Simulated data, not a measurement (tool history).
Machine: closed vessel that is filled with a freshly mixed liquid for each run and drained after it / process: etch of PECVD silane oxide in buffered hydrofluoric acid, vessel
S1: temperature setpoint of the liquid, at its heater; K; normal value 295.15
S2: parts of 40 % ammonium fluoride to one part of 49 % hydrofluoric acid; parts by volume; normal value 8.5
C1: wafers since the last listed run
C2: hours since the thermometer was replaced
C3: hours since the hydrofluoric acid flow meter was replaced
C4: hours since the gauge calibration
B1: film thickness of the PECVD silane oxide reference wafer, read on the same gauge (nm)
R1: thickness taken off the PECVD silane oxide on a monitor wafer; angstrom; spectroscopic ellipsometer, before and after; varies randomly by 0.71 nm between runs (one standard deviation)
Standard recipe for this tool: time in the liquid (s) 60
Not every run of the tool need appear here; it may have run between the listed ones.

{"run": 1, "hour": 0.0, "S1": 295.15, "S2": 8.5, "time in the liquid (s)": 40, "C1": 0, "C2": 1341.3, "C3": 120.4, "C4": 777.5, "B1": 149.99, "R1": 586.6}
{"run": 2, "hour": 60.1, "S1": 295.15, "S2": 8.5, "time in the liquid (s)": 40, "C1": 6252, "C2": 1401.4, "C3": 180.5, "C4": 837.6, "B1": 150.01, "R1": 583.4}
{"hour": 122.3, "done": "thermometer replaced"}
{"run": 3, "hour": 163.7, "S1": 295.15, "S2": 9.5, "time in the liquid (s)": 60, "C1": 10674, "C2": 41.4, "C3": 284.1, "C4": 941.2, "B1": 149.99, "R1": 791.7}
{"run": 4, "hour": 240.2, "S1": 295.15, "S2": 9.5, "time in the liquid (s)": 60, "C1": 7959, "C2": 117.9, "C3": 360.6, "C4": 1017.7, "B1": 149.97, "R1": 794.0}
{"run": 5, "hour": 307.7, "S1": 295.15, "S2": 8.5, "time in the liquid (s)": 60, "C1": 7022, "C2": 185.4, "C3": 428.1, "C4": 1085.2, "B1": 149.98, "R1": 832.3}
{"run": 6, "hour": 400.0, "S1": 295.15, "S2": 8.5, "time in the liquid (s)": 60, "C1": 9602, "C2": 277.7, "C3": 520.4, "C4": 1177.5, "B1": 150.01, "R1": 844.1}
{"run": 7, "hour": 460.9, "S1": 295.15, "S2": 8.5, "time in the liquid (s)": 60, "C1": 6336, "C2": 338.6, "C3": 581.3, "C4": 1238.4, "B1": 150.0, "R1": 837.6}
{"run": 8, "hour": 559.7, "S1": 295.15, "S2": 8.5, "time in the liquid (s)": 60, "C1": 10279, "C2": 437.4, "C3": 680.1, "C4": 1337.2, "B1": 150.02, "R1": 829.2}
{"run": 9, "hour": 629.8, "S1": 295.15, "S2": 8.5, "time in the liquid (s)": 80, "C1": 7293, "C2": 507.5, "C3": 750.2, "C4": 1407.3, "B1": 149.98, "R1": 1087.6}
{"run": 10, "hour": 692.5, "S1": 295.15, "S2": 6.0, "time in the liquid (s)": 60, "C1": 6523, "C2": 570.2, "C3": 812.9, "C4": 1470.0, "B1": 150.01, "R1": 1148.1}
{"run": 11, "hour": 752.8, "S1": 295.15, "S2": 6.0, "time in the liquid (s)": 60, "C1": 6273, "C2": 630.5, "C3": 873.2, "C4": 1530.3, "B1": 150.0, "R1": 1143.5}
{"hour": 774.4, "done": "gauge calibrated"}
{"run": 12, "hour": 835.1, "S1": 295.15, "S2": 6.0, "time in the liquid (s)": 60, "C1": 8562, "C2": 712.8, "C3": 955.5, "C4": 60.7, "B1": 149.97, "R1": 1129.5}
{"hour": 868.7, "done": "hydrofluoric acid flow meter replaced"}
{"run": 13, "hour": 872.7, "S1": 295.15, "S2": 8.5, "time in the liquid (s)": 60, "C1": 3807, "C2": 750.4, "C3": 4.0, "C4": 98.3, "B1": 149.98, "R1": 899.5}
{"run": 14, "hour": 932.2, "S1": 295.15, "S2": 8.5, "time in the liquid (s)": 60, "C1": 6190, "C2": 809.9, "C3": 63.5, "C4": 157.8, "B1": 149.98, "R1": 899.7}
{"run": 15, "hour": 991.2, "S1": 295.15, "S2": 8.5, "time in the liquid (s)": 90, "C1": 6138, "C2": 868.9, "C3": 122.5, "C4": 216.8, "B1": 150.01, "R1": 1345.1}
{"run": 16, "hour": 1029.1, "S1": 295.15, "S2": 8.5, "time in the liquid (s)": 45, "C1": 3943, "C2": 906.8, "C3": 160.4, "C4": 254.7, "B1": 149.98, "R1": 658.0}
{"run": 17, "hour": 1070.6, "S1": 295.15, "S2": 10.5, "time in the liquid (s)": 30, "C1": 4317, "C2": 948.3, "C3": 201.9, "C4": 296.2, "B1": 150.0, "R1": 366.4}
{"run": 18, "hour": 1125.9, "S1": 295.15, "S2": 9.5, "time in the liquid (s)": 60, "C1": 5753, "C2": 1003.6, "C3": 257.2, "C4": 351.5, "B1": 149.99, "R1": 802.3}
{"run": 19, "hour": 1214.9, "S1": 290.65, "S2": 7.5, "time in the liquid (s)": 35, "C1": 9259, "C2": 1092.6, "C3": 346.2, "C4": 440.5, "B1": 150.0, "R1": 447.0}
{"run": 20, "hour": 1310.8, "S1": 295.15, "S2": 8.5, "time in the liquid (s)": 45, "C1": 9977, "C2": 1188.5, "C3": 442.1, "C4": 536.4, "B1": 150.02, "R1": 635.0}
{"run": 21, "hour": 1393.6, "S1": 295.15, "S2": 8.5, "time in the liquid (s)": 60, "C1": 8614, "C2": 1271.3, "C3": 524.9, "C4": 619.2, "B1": 150.01, "R1": 853.8}
{"hour": 1424.5, "done": "thermometer replaced"}
{"run": 22, "hour": 1471.2, "S1": 296.65, "S2": 5.5, "time in the liquid (s)": 60, "C1": 7969, "C2": 46.7, "C3": 602.5, "C4": 696.8, "B1": 150.01, "R1": 1384.8}
{"run": 23, "hour": 1534.6, "S1": 300.15, "S2": 10.0, "time in the liquid (s)": 60, "C1": 6596, "C2": 110.1, "C3": 665.9, "C4": 760.2, "B1": 149.98, "R1": 952.6}
{"run": 24, "hour": 1605.6, "S1": 291.65, "S2": 8.5, "time in the liquid (s)": 60, "C1": 7386, "C2": 181.1, "C3": 736.9, "C4": 831.2, "B1": 150.0, "R1": 687.5}
{"run": 25, "hour": 1677.8, "S1": 295.15, "S2": 9.5, "time in the liquid (s)": 60, "C1": 7511, "C2": 253.3, "C3": 809.1, "C4": 903.4, "B1": 149.97, "R1": 750.5}
{"run": 26, "hour": 1746.3, "S1": 293.15, "S2": 8.5, "time in the liquid (s)": 60, "C1": 7126, "C2": 321.8, "C3": 877.6, "C4": 971.9, "B1": 150.01, "R1": 718.6}
{"run": 27, "hour": 1790.3, "S1": 298.15, "S2": 9.5, "time in the liquid (s)": 60, "C1": 4577, "C2": 365.8, "C3": 921.6, "C4": 1015.9, "B1": 150.02, "R1": 883.3}
{"run": 28, "hour": 1847.3, "S1": 299.65, "S2": 10.5, "time in the liquid (s)": 30, "C1": 5930, "C2": 422.8, "C3": 978.6, "C4": 1072.9, "B1": 149.99, "R1": 425.8}
{"hour": 1871.1, "done": "hydrofluoric acid flow meter replaced"}
{"run": 29, "hour": 1948.9, "S1": 295.15, "S2": 8.5, "time in the liquid (s)": 60, "C1": 10466, "C2": 524.4, "C3": 77.8, "C4": 1174.5, "B1": 149.99, "R1": 879.1}

3 options for the next run, each taken on its own from the tool as it stands now. Forecast them:
{"run": "A", "hour": 1949.6, "S1": 295.15, "S2": 8.5, "time in the liquid (s)": 60, "C1": 72, "C2": 525.1, "C3": 78.5, "C4": 1175.2, "B1": "?", "R1": "?"}
{"run": "B", "hour": 1949.6, "S1": 295.15, "S2": 8.5, "time in the liquid (s)": 30, "C1": 72, "C2": 525.1, "C3": 78.5, "C4": 1175.2, "B1": "?", "R1": "?"}
{"run": "C", "hour": 1949.6, "S1": 298.15, "S2": 9.5, "time in the liquid (s)": 85, "C1": 72, "C2": 525.1, "C3": 78.5, "C4": 1175.2, "B1": "?", "R1": "?"}

run=A B1=149.99 R1=881.8
run=B B1=149.99 R1=440.9
run=C B1=149.99 R1=1352.0
The same runs, with their run-to-run variation unchanged, on a tool lacking any hidden condition would have given:
run=A R1=905.2
run=B R1=452.6
run=C R1=1372.7
